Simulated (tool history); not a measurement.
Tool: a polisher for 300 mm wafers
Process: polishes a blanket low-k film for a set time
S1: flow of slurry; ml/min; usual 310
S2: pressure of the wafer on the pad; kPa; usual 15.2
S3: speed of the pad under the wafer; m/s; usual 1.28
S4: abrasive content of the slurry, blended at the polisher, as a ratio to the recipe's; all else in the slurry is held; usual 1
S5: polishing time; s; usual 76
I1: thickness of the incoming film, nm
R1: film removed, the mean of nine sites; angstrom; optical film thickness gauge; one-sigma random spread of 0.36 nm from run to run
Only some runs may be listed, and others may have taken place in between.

| run | hour | S1 | S2 | S3 | S4 | S5 | I1 | R1 |
|---|---|---|---|---|---|---|---|---|
| 1 | 0 | 310 | 15.2 | 1.28 | 1 | 76 | 629.3 | 476 |
| 2 | 82.3 | 310 | 15.2 | 1.28 | 1 | 76 | 640.6 | 472 |
| 3 | 127.7 | 310 | 15.2 | 1.28 | 1 | 76 | 639.8 | 466 |
| 4 | 177.6 | 310 | 15.2 | 0.98 | 1 | 76 | 647.5 | 376 |
|  | 238.8 | worn pad replaced by a new one |
|  | 238.9 | slurry blender recalibrated |
| 5 | 244.2 | 310 | 15.2 | 1.28 | 1 | 76 | 638.3 | 468 |
| 6 | 320.6 | 225 | 13.8 | 1.28 | 1 | 76 | 640.9 | 402 |
|  | 396.5 | slurry nozzle cleaned |
| 7 | 404.1 | 310 | 11.7 | 1.4 | 1.25 | 76 | 636.9 | 465 |
| 8 | 463.5 | 225 | 19.3 | 1.56 | 1 | 58 | 632.8 | 514 |
|  | 468.9 | conditioning disc replaced and pad reconditioned |
| 9 | 569.5 | 310 | 20.7 | 1.28 | 0.8 | 58 | 637.6 | 397 |
| 10 | 629.5 | 310 | 15.2 | 1.28 | 1 | 76 | 641.2 | 474 |
| 11 | 690.5 | 310 | 15.2 | 1.28 | 1.15 | 76 | 639.2 | 519 |
| 12 | 733.5 | 225 | 15.2 | 1.66 | 0.8 | 76 | 637.3 | 466 |
|  | 760.2 | worn pad replaced by a new one |
| 13 | 784.8 | 310 | 15.2 | 1.06 | 1.15 | 76 | 641.7 | 443 |
|  | 820.7 | slurry blender recalibrated |
| 14 | 887.2 | 310 | 15.2 | 1.28 | 0.85 | 76 | 630.1 | 404 |
|  | 901.7 | head pressure recalibrated |
|  | 941.5 | slurry nozzle cleaned |
| 15 | 975.9 | 310 | 18.6 | 1.7 | 1 | 76 | 642.4 | 720 |
| 16 | 1037.9 | 210 | 15.2 | 0.96 | 1 | 69 | 639.9 | 326 |
|  | 1072.3 | conditioning disc replaced and pad reconditioned |
| 17 | 1138.5 | 310 | 15.2 | 1.58 | 1 | 94 | 640.6 | 691 |
| 18 | 1229.4 | 310 | 15.2 | 1.28 | 0.8 | 55 | 629.5 | 281 |
|  | 1329.8 | worn pad replaced by a new one |
| 19 | 1333.8 | 310 | 17.2 | 1.08 | 1 | 76 | 634.1 | 459 |
|  | 1361.6 | slurry blender recalibrated |
| 20 | 1370.2 | 310 | 20 | 0.98 | 0.85 | 52 | 631.9 | 290 |
| 21 | 1439.3 | 420 | 15.2 | 0.86 | 1 | 76 | 639.1 | 345 |
| 22 | 1493.7 | 230 | 15.2 | 1.28 | 1 | 76 | 626.9 | 428 |
|  | 1528.9 | slurry nozzle cleaned |
| 23 | 1557.3 | 310 | 15.2 | 1.28 | 1 | 76 | 652.8 | 467 |
| 24 | 1616.3 | 310 | 15.2 | 1.7 | 1 | 76 | 645.1 | 597 |
| 25 | 1692.1 | 375 | 20 | 1.56 | 1 | 93 | 628.1 | 887 |

4 options for the next run, each taken on its own from the tool as it stands now. Forecast them:
| A | 1692.5 | 265 | 15.2 | 1.28 | 1 | 76 | 650 | ? |
| B | 1692.5 | 220 | 20.7 | 1.28 | 1.3 | 87 | 650 | ? |
| C | 1692.5 | 395 | 11 | 1.28 | 0.8 | 97 | 650 | ? |
| D | 1692.5 | 375 | 11 | 1.28 | 0.9 | 87 | 650 | ? |

| run | R1 |
|---|---|
| A | 468 |
| B | 809 |
| C | 392 |
| D | 387 |
Had the tool no hidden state, the same runs would have come out as:
| run | R1 |
|---|---|
| A | 475 |
| B | 824 |
| C | 396 |
| D | 392 |

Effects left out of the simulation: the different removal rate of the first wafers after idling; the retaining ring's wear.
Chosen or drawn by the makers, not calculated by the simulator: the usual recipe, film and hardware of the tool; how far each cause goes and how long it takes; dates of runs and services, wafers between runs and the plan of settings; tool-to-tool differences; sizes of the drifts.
